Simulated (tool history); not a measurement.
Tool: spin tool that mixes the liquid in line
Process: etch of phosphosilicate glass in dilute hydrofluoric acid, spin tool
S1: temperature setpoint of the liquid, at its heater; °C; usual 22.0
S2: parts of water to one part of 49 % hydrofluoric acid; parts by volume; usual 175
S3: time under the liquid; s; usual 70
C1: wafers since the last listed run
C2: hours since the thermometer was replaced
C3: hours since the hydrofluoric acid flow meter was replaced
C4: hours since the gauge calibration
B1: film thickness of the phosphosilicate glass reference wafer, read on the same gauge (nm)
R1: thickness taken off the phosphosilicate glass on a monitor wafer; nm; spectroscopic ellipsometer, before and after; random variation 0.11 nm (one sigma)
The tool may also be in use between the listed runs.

run     day    S1   S2   S3   C1     C2     C3     C4      B1      R1
  1   0.000  22.0  175   70    0  775.3  678.4   53.4   99.96   34.21
  2   0.775  22.0  175   45  219  793.9  697.0   72.0  100.06   22.01
  3   1.900  22.0  175   45  318  820.9  724.0   99.0   99.96   22.01
  4   2.512  22.0  175   45  173  835.6  738.7  113.7  100.01   22.13
  5   3.229  22.0  175   70  202  852.8  755.9  130.9   99.99   34.45
  6   4.196  22.0  175   70  273  876.0  779.1  154.1  100.00   34.34
  7   4.842  22.0  175   70  182  891.5  794.6  169.6  100.05   34.28
  8   5.475  22.0  225   70  179  906.7  809.8  184.8   99.98   25.41
  9   6.508  22.0  225   70  292  931.5  834.6  209.6   99.99   25.32
 10   7.788  22.0  225   70  362  962.2  865.3  240.3  100.00   25.46
      9.025  -- thermometer replaced
 11   9.046  26.5  175   70  344    0.5  895.5  270.5  100.01   40.40
 12  10.096  22.0  175   45  297   25.7  920.7  295.7  100.04   22.01
     10.725  -- hydrofluoric acid flow meter replaced
 13  11.538  26.0  175   90  396   60.3   19.5  330.3  100.03   51.45
 14  12.771  22.0  175  105  349   89.9   49.1  359.9   99.95   51.43
 15  14.158  22.0  175   70  392  123.2   82.4  393.2  100.02   34.30
     14.204  -- gauge calibrated
 16  15.571  25.0   90  110  399  157.1  116.3   32.8  100.01  129.93
 17  16.321  24.0  140   55  212  175.1  134.3   50.8   99.99   37.85
 18  16.850  24.0  175   70  149  187.8  147.0   63.5  100.02   36.96

Forecast run 19:
 19  17.679  26.5  140  35  234  207.7  166.9  83.4   ?   ?

{"run 19": {"B1": 99.96, "R1": 26.63}}
Without the tool's hidden state the same run would have given R1 26.63 nm.
